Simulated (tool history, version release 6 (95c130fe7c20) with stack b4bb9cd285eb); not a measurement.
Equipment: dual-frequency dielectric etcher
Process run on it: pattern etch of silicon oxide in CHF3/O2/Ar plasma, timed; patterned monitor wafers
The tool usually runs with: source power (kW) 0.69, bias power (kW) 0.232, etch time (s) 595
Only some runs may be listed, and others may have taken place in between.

run,hour,source power (kW),bias power (kW),etch time (s),"read-back reference wafer on the same gauge, depth_nm",mean etch depth across the wafer (Å)
1,0,0.69,0.244,595,1690.5,15371
2,46,0.69,0.244,595,1690.7,15424
3,63.5,0.69,0.232,595,1690.5,15247
4,77.5,0.69,0.232,595,1689.8,15275
5,86.2,0.69,0.232,595,1690.3,15327
6,92.8,0.8,0.232,595,1690.6,16056
7,107.5,0.69,0.232,595,1688.9,15287
# hour 116.3: gauge calibrated
# hour 118.5: source power generator calibrated
8,123.9,0.69,0.232,595,1689.6,15320
9,134.1,0.69,0.232,595,1689.5,15331
10,143.5,0.69,0.261,595,1690.2,15894
11,160.6,0.69,0.261,595,1690.5,15942
12,176.7,0.69,0.261,595,1689.6,15966
# hour 217.2: wet clean of the chamber
13,217.7,0.69,0.232,595,1689.8,13760
14,218.2,0.69,0.232,595,1691,13806
15,218.7,0.69,0.232,595,1689.9,13793
16,227.2,0.84,0.264,710,1690.5,18217
# hour 252.4: bias power generator calibrated
# hour 254: upper electrode replaced
# hour 275.8: wet clean of the chamber, repeated, since the last time left the tool worse
17,276.3,0.69,0.208,595,1690.4,14242
18,276.8,0.69,0.289,476.5,1690.4,12588
19,277.2,0.69,0.232,595,1690.4,14762
20,277.7,0.64,0.181,445,1689.6,9997
21,287.4,0.69,0.258,595,1690.2,15240
22,299.9,0.69,0.261,544.5,1690,13939
23,317.5,0.69,0.232,760,1689.4,18930
24,330.9,0.69,0.232,760,1691,18857
25,340.7,0.56,0.232,769,1691,17946
26,346.9,0.75,0.266,595,1690.3,15815
27,353.9,0.69,0.281,537,1689.1,14219
28,366.3,0.69,0.232,524,1690.5,13094
29,373.6,0.64,0.192,712.5,1690.1,16444

Results for each run, recomputed without the tool's hidden state and with each run's random variation untouched:
The hidden state here: etch rate over this chamber's usual, %; source power that arrives over what is set, %; bias power that arrives over what is set, %; gauge reads high (%).
run,mean etch depth across the wafer (Å)
1,14994
2,14990
3,14798
4,14808
5,14848
6,15545
7,14783
8,14796
9,14795
10,15327
11,15352
12,15355
13,14780
14,14828
15,14814
16,19550
17,14295
18,12635
19,14817
20,10034
21,15283
22,13964
23,18936
24,18843
25,17918
26,15782
27,14181
28,13046
29,16374

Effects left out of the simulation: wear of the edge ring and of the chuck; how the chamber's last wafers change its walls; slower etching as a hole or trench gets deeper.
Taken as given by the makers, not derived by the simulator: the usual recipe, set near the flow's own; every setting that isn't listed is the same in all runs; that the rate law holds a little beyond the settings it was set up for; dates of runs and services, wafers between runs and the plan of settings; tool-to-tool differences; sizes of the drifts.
